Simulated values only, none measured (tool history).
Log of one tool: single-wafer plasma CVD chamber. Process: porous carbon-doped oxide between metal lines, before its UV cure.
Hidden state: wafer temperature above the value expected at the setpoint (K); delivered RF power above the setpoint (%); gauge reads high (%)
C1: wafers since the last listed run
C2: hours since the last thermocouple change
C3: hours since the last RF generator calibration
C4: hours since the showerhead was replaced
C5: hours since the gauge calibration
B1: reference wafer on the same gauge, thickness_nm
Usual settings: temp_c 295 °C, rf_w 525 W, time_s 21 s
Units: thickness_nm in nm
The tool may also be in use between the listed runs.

{"run": 1, "hour": 0.0, "temp_c": 295, "rf_w": 525, "time_s": 21, "C1": 0, "C2": 1493.1, "C3": 1008, "C4": 6187.6, "C5": 1784.5, "B1": 137.964, "thickness_nm": 123.661}
{"run": 2, "hour": 41.6, "temp_c": 295, "rf_w": 525, "time_s": 21, "C1": 1203, "C2": 1534.7, "C3": 1049.6, "C4": 6229.2, "C5": 1826.1, "B1": 138.097, "thickness_nm": 125.077}
{"hour": 87.6, "done": "thermocouple changed; heater temperature recalibrated"}
{"run": 3, "hour": 149.0, "temp_c": 295, "rf_w": 525, "time_s": 21, "C1": 2876, "C2": 61.4, "C3": 1157, "C4": 6336.6, "C5": 1933.5, "B1": 137.982, "thickness_nm": 128.041}
{"hour": 194.4, "done": "gauge calibrated"}
{"run": 4, "hour": 204.8, "temp_c": 295, "rf_w": 525, "time_s": 21, "C1": 1614, "C2": 117.2, "C3": 1212.8, "C4": 6392.4, "C5": 10.4, "B1": 137.991, "thickness_nm": 128.373}
{"run": 5, "hour": 260.1, "temp_c": 295, "rf_w": 525, "time_s": 21, "C1": 1600, "C2": 172.5, "C3": 1268.1, "C4": 6447.7, "C5": 65.7, "B1": 137.935, "thickness_nm": 127.8}
{"run": 6, "hour": 354.1, "temp_c": 295, "rf_w": 525, "time_s": 21, "C1": 2719, "C2": 266.5, "C3": 1362.1, "C4": 6541.7, "C5": 159.7, "B1": 138.064, "thickness_nm": 126.499}
{"run": 7, "hour": 403.1, "temp_c": 295, "rf_w": 525, "time_s": 21, "C1": 1417, "C2": 315.5, "C3": 1411.1, "C4": 6590.7, "C5": 208.7, "B1": 137.988, "thickness_nm": 127.55}
{"run": 8, "hour": 486.7, "temp_c": 295, "rf_w": 450, "time_s": 21, "C1": 2419, "C2": 399.1, "C3": 1494.7, "C4": 6674.3, "C5": 292.3, "B1": 138.059, "thickness_nm": 114.626}
{"run": 9, "hour": 523.0, "temp_c": 295, "rf_w": 450, "time_s": 21, "C1": 1050, "C2": 435.4, "C3": 1531, "C4": 6710.6, "C5": 328.6, "B1": 138.064, "thickness_nm": 114.949}
{"run": 10, "hour": 566.6, "temp_c": 295, "rf_w": 525, "time_s": 21, "C1": 1261, "C2": 479, "C3": 1574.6, "C4": 6754.2, "C5": 372.2, "B1": 138.085, "thickness_nm": 126.875}
{"run": 11, "hour": 627.4, "temp_c": 309, "rf_w": 560, "time_s": 23.9, "C1": 1759, "C2": 539.8, "C3": 1635.4, "C4": 6815, "C5": 433, "B1": 138.07, "thickness_nm": 139.082}
{"run": 12, "hour": 719.6, "temp_c": 295, "rf_w": 455, "time_s": 21, "C1": 2667, "C2": 632, "C3": 1727.6, "C4": 6907.2, "C5": 525.2, "B1": 138.243, "thickness_nm": 115.394}
{"run": 13, "hour": 790.4, "temp_c": 295, "rf_w": 525, "time_s": 21, "C1": 2048, "C2": 702.8, "C3": 1798.4, "C4": 6978, "C5": 596, "B1": 138.017, "thickness_nm": 126.99}
{"run": 14, "hour": 890.4, "temp_c": 301, "rf_w": 630, "time_s": 23.8, "C1": 2893, "C2": 802.8, "C3": 1898.4, "C4": 7078, "C5": 696, "B1": 137.986, "thickness_nm": 154.599}
{"hour": 990.3, "done": "RF generator calibrated"}
{"run": 15, "hour": 993.6, "temp_c": 305, "rf_w": 605, "time_s": 23.9, "C1": 2754, "C2": 906, "C3": 3.3, "C4": 7181.2, "C5": 799.2, "B1": 138.165, "thickness_nm": 148.418}
{"run": 16, "hour": 1086.2, "temp_c": 288, "rf_w": 490, "time_s": 21, "C1": 2679, "C2": 998.6, "C3": 95.9, "C4": 7273.8, "C5": 891.8, "B1": 138.165, "thickness_nm": 125.591}
{"run": 17, "hour": 1125.0, "temp_c": 309, "rf_w": 575, "time_s": 18.7, "C1": 1122, "C2": 1037.4, "C3": 134.7, "C4": 7312.6, "C5": 930.6, "B1": 137.909, "thickness_nm": 110.846}
{"run": 18, "hour": 1218.2, "temp_c": 295, "rf_w": 525, "time_s": 21, "C1": 2696, "C2": 1130.6, "C3": 227.9, "C4": 7405.8, "C5": 1023.8, "B1": 138.001, "thickness_nm": 125.915}
{"hour": 1230.6, "done": "showerhead replaced"}
{"run": 19, "hour": 1263.1, "temp_c": 295, "rf_w": 595, "time_s": 24.7, "C1": 1067, "C2": 1175.5, "C3": 272.8, "C4": 32.5, "C5": 1068.7, "B1": 137.979, "thickness_nm": 159.006}
{"run": 20, "hour": 1522.4, "temp_c": 299, "rf_w": 465, "time_s": 22.3, "C1": 7503, "C2": 1434.8, "C3": 532.1, "C4": 291.8, "C5": 1328, "B1": 138.075, "thickness_nm": 120.664}
{"hour": 1647.5, "done": "thermocouple changed; heater temperature recalibrated"}
{"run": 21, "hour": 1804.9, "temp_c": 300, "rf_w": 525, "time_s": 25, "C1": 7942, "C2": 157.4, "C3": 814.6, "C4": 574.3, "C5": 1610.5, "B1": 138.111, "thickness_nm": 148.584}
{"run": 22, "hour": 1899.2, "temp_c": 295, "rf_w": 525, "time_s": 19.2, "C1": 2728, "C2": 251.7, "C3": 908.9, "C4": 668.6, "C5": 1704.8, "B1": 138.009, "thickness_nm": 117.176}
{"run": 23, "hour": 1962.2, "temp_c": 286, "rf_w": 440, "time_s": 23.7, "C1": 1822, "C2": 314.7, "C3": 971.9, "C4": 731.6, "C5": 1767.8, "B1": 137.919, "thickness_nm": 135.303}
{"run": 24, "hour": 2028.7, "temp_c": 295, "rf_w": 525, "time_s": 21, "C1": 1924, "C2": 381.2, "C3": 1038.4, "C4": 798.1, "C5": 1834.3, "B1": 137.911, "thickness_nm": 127.191}
{"run": 25, "hour": 2104.8, "temp_c": 304, "rf_w": 425, "time_s": 24.7, "C1": 2202, "C2": 457.3, "C3": 1114.5, "C4": 874.2, "C5": 1910.4, "B1": 137.976, "thickness_nm": 123.535}
{"run": 26, "hour": 2178.8, "temp_c": 301, "rf_w": 470, "time_s": 19.5, "C1": 2141, "C2": 531.3, "C3": 1188.5, "C4": 948.2, "C5": 1984.4, "B1": 138.034, "thickness_nm": 108.469}
{"run": 27, "hour": 2373.1, "temp_c": 304, "rf_w": 565, "time_s": 23.1, "C1": 5622, "C2": 725.6, "C3": 1382.8, "C4": 1142.5, "C5": 2178.7, "B1": 137.665, "thickness_nm": 139.618}
{"hour": 2399.2, "done": "gauge calibrated"}
{"run": 28, "hour": 2475.7, "temp_c": 309, "rf_w": 525, "time_s": 21, "C1": 2968, "C2": 828.2, "C3": 1485.4, "C4": 1245.1, "C5": 76.5, "B1": 137.866, "thickness_nm": 118.429}
{"run": 29, "hour": 2555.4, "temp_c": 290, "rf_w": 495, "time_s": 24.8, "C1": 2306, "C2": 907.9, "C3": 1565.1, "C4": 1324.8, "C5": 156.2, "B1": 137.81, "thickness_nm": 146.679}
{"run": 30, "hour": 2656.1, "temp_c": 295, "rf_w": 490, "time_s": 19.2, "C1": 2913, "C2": 1008.6, "C3": 1665.8, "C4": 1425.5, "C5": 256.9, "B1": 137.959, "thickness_nm": 110.901}
{"run": 31, "hour": 2712.4, "temp_c": 295, "rf_w": 525, "time_s": 21, "C1": 1629, "C2": 1064.9, "C3": 1722.1, "C4": 1481.8, "C5": 313.2, "B1": 137.817, "thickness_nm": 126.066}
{"run": 32, "hour": 2800.7, "temp_c": 295, "rf_w": 525, "time_s": 23.3, "C1": 2555, "C2": 1153.2, "C3": 1810.4, "C4": 1570.1, "C5": 401.5, "B1": 138.001, "thickness_nm": 138.497}
{"run": 33, "hour": 2895.3, "temp_c": 295, "rf_w": 525, "time_s": 21, "C1": 2737, "C2": 1247.8, "C3": 1905, "C4": 1664.7, "C5": 496.1, "B1": 138.017, "thickness_nm": 126.283}

Hidden state at the last listed run before each entry between runs and at the first one after, where it differs:
Between runs 2 and 3: thermocouple changed; heater temperature recalibrated (hour 87.6)
  wafer temperature above the value expected at the setpoint (K): 5.71 -> 0.301
  measured less the result without the state, thickness_nm: -3.707 -> -0.199 nm
Between runs 3 and 4: gauge calibrated (hour 194.4)
  wafer temperature above the value expected at the setpoint (K): 0.301 -> 0.496
  measured less the result without the state, thickness_nm: -0.199 -> -0.329 nm
Between runs 14 and 15: RF generator calibrated (hour 990.3)
  wafer temperature above the value expected at the setpoint (K): 2.9 -> 3.26
  measured less the result without the state, thickness_nm: -2.22 -> -2.369 nm
Between runs 18 and 19: showerhead replaced (hour 1230.6)
  wafer temperature above the value expected at the setpoint (K): 4.04 -> 4.2
  measured less the result without the state, thickness_nm: -2.637 -> -3.46 nm
Between runs 20 and 21: thermocouple changed; heater temperature recalibrated (hour 1647.5)
  wafer temperature above the value expected at the setpoint (K): 5.11 -> 0.107
  measured less the result without the state, thickness_nm: -3.107 -> -0.081 nm
Between runs 27 and 28: gauge calibrated (hour 2399.2)
  wafer temperature above the value expected at the setpoint (K): 2.1 -> 2.46
  measured less the result without the state, thickness_nm: -1.437 -> -1.407 nm
